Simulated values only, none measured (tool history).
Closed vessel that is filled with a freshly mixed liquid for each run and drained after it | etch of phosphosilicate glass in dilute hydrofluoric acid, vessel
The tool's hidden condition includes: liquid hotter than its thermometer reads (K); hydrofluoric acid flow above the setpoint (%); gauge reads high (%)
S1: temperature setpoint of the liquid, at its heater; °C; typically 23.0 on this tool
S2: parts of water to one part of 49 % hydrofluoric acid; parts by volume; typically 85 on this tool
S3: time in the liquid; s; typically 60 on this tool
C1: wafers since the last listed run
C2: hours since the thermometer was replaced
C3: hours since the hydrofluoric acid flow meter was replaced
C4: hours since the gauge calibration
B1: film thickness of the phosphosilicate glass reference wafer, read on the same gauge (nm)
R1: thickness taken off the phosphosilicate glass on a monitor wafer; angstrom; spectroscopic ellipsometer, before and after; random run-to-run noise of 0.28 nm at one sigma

{"run": 1, "hour": 0.0, "S1": 23.0, "S2": 85, "S3": 60, "C1": 0, "C2": 1080.8, "C3": 1032.0, "C4": 475.2, "B1": 49.99, "R1": 829.4}
{"run": 2, "hour": 58.0, "S1": 21.5, "S2": 95, "S3": 60, "C1": 4060, "C2": 1138.8, "C3": 1090.0, "C4": 533.2, "B1": 49.99, "R1": 689.3}
{"run": 3, "hour": 110.5, "S1": 21.5, "S2": 95, "S3": 60, "C1": 3675, "C2": 1191.3, "C3": 1142.5, "C4": 585.7, "B1": 49.98, "R1": 689.7}
{"run": 4, "hour": 160.2, "S1": 21.5, "S2": 95, "S3": 60, "C1": 3479, "C2": 1241.0, "C3": 1192.2, "C4": 635.4, "B1": 50.01, "R1": 693.4}
{"run": 5, "hour": 195.8, "S1": 23.0, "S2": 85, "S3": 60, "C1": 2492, "C2": 1276.6, "C3": 1227.8, "C4": 671.0, "B1": 49.98, "R1": 828.8}
{"run": 6, "hour": 236.1, "S1": 23.0, "S2": 85, "S3": 60, "C1": 2821, "C2": 1316.9, "C3": 1268.1, "C4": 711.3, "B1": 49.99, "R1": 836.2}
{"run": 7, "hour": 285.0, "S1": 23.0, "S2": 85, "S3": 60, "C1": 3423, "C2": 1365.8, "C3": 1317.0, "C4": 760.2, "B1": 50.01, "R1": 837.8}
{"run": 8, "hour": 331.6, "S1": 23.0, "S2": 85, "S3": 60, "C1": 3262, "C2": 1412.4, "C3": 1363.6, "C4": 806.8, "B1": 50.01, "R1": 835.7}
{"run": 9, "hour": 358.5, "S1": 23.0, "S2": 85, "S3": 60, "C1": 1883, "C2": 1439.3, "C3": 1390.5, "C4": 833.7, "B1": 49.99, "R1": 833.8}
{"run": 10, "hour": 394.5, "S1": 23.0, "S2": 85, "S3": 75, "C1": 2520, "C2": 1475.3, "C3": 1426.5, "C4": 869.7, "B1": 49.99, "R1": 1045.0}
{"run": 11, "hour": 433.7, "S1": 23.0, "S2": 85, "S3": 75, "C1": 2744, "C2": 1514.5, "C3": 1465.7, "C4": 908.9, "B1": 50.0, "R1": 1043.9}
{"run": 12, "hour": 497.2, "S1": 23.0, "S2": 85, "S3": 75, "C1": 4445, "C2": 1578.0, "C3": 1529.2, "C4": 972.4, "B1": 50.0, "R1": 1050.7}
{"run": 13, "hour": 568.7, "S1": 24.5, "S2": 110, "S3": 70, "C1": 5005, "C2": 1649.5, "C3": 1600.7, "C4": 1043.9, "B1": 49.97, "R1": 781.4}
{"hour": 581.3, "done": "thermometer replaced"}
{"run": 14, "hour": 632.8, "S1": 20.0, "S2": 55, "S3": 30, "C1": 4417, "C2": 51.5, "C3": 1664.8, "C4": 1108.0, "B1": 50.01, "R1": 596.7}
{"hour": 663.2, "done": "hydrofluoric acid flow meter replaced"}
{"run": 15, "hour": 699.7, "S1": 23.0, "S2": 85, "S3": 60, "C1": 4613, "C2": 118.4, "C3": 36.5, "C4": 1174.9, "B1": 50.03, "R1": 804.8}
{"run": 16, "hour": 749.6, "S1": 19.5, "S2": 85, "S3": 60, "C1": 3493, "C2": 168.3, "C3": 86.4, "C4": 1224.8, "B1": 49.97, "R1": 709.2}
{"run": 17, "hour": 789.9, "S1": 23.0, "S2": 85, "S3": 60, "C1": 2821, "C2": 208.6, "C3": 126.7, "C4": 1265.1, "B1": 50.02, "R1": 815.1}
{"run": 18, "hour": 814.5, "S1": 21.0, "S2": 65, "S3": 50, "C1": 1722, "C2": 233.2, "C3": 151.3, "C4": 1289.7, "B1": 50.02, "R1": 836.9}
{"run": 19, "hour": 853.9, "S1": 24.5, "S2": 70, "S3": 50, "C1": 2758, "C2": 272.6, "C3": 190.7, "C4": 1329.1, "B1": 49.98, "R1": 891.8}
{"run": 20, "hour": 892.7, "S1": 20.5, "S2": 75, "S3": 60, "C1": 2716, "C2": 311.4, "C3": 229.5, "C4": 1367.9, "B1": 49.99, "R1": 843.5}
{"run": 21, "hour": 922.3, "S1": 23.0, "S2": 105, "S3": 60, "C1": 2072, "C2": 341.0, "C3": 259.1, "C4": 1397.5, "B1": 49.99, "R1": 643.7}
{"hour": 967.0, "done": "gauge calibrated"}
{"run": 22, "hour": 993.8, "S1": 23.0, "S2": 45, "S3": 85, "C1": 5005, "C2": 412.5, "C3": 330.6, "C4": 26.8, "B1": 49.96, "R1": 2304.6}
{"run": 23, "hour": 1040.3, "S1": 23.0, "S2": 85, "S3": 70, "C1": 3255, "C2": 459.0, "C3": 377.1, "C4": 73.3, "B1": 50.01, "R1": 953.2}
{"run": 24, "hour": 1084.2, "S1": 19.5, "S2": 85, "S3": 50, "C1": 3073, "C2": 502.9, "C3": 421.0, "C4": 117.2, "B1": 49.99, "R1": 593.5}
{"run": 25, "hour": 1154.7, "S1": 21.0, "S2": 85, "S3": 90, "C1": 4935, "C2": 573.4, "C3": 491.5, "C4": 187.7, "B1": 49.98, "R1": 1137.7}
{"run": 26, "hour": 1184.6, "S1": 26.5, "S2": 125, "S3": 70, "C1": 2093, "C2": 603.3, "C3": 521.4, "C4": 217.6, "B1": 49.98, "R1": 710.7}
{"run": 27, "hour": 1213.7, "S1": 23.0, "S2": 115, "S3": 60, "C1": 2037, "C2": 632.4, "C3": 550.5, "C4": 246.7, "B1": 50.0, "R1": 582.4}
{"run": 28, "hour": 1281.9, "S1": 23.0, "S2": 115, "S3": 60, "C1": 4774, "C2": 700.6, "C3": 618.7, "C4": 314.9, "B1": 50.06, "R1": 584.9}
{"run": 29, "hour": 1308.2, "S1": 19.0, "S2": 70, "S3": 80, "C1": 1841, "C2": 726.9, "C3": 645.0, "C4": 341.2, "B1": 50.01, "R1": 1141.8}
{"run": 30, "hour": 1372.6, "S1": 20.0, "S2": 85, "S3": 60, "C1": 4508, "C2": 791.3, "C3": 709.4, "C4": 405.6, "B1": 49.97, "R1": 728.4}
{"run": 31, "hour": 1439.8, "S1": 25.5, "S2": 85, "S3": 60, "C1": 4704, "C2": 858.5, "C3": 776.6, "C4": 472.8, "B1": 49.97, "R1": 917.1}
{"run": 32, "hour": 1491.5, "S1": 23.0, "S2": 85, "S3": 60, "C1": 3619, "C2": 910.2, "C3": 828.3, "C4": 524.5, "B1": 49.99, "R1": 830.2}

Hidden condition of the tool, last listed run before each entry between runs versus first listed run after:
Logged between run 13 and run 14: thermometer replaced (hour 581.3)
  hydrofluoric acid flow above the setpoint (%): 4.08 -> 4.23
  the result without the hidden state subtracted from the measured one, R1: +34.6 -> +25.7 angstrom
Logged between run 14 and run 15: hydrofluoric acid flow meter replaced (hour 663.2)
  hydrofluoric acid flow above the setpoint (%): 4.23 -> 0.586
  the result without the hidden state subtracted from the measured one, R1: +25.7 -> +5.3 angstrom
Logged between run 21 and run 22: gauge calibrated (hour 967.0)
  hydrofluoric acid flow above the setpoint (%): 1.11 -> 1.28
  the result without the hidden state subtracted from the measured one, R1: +7.9 -> +30.8 angstrom
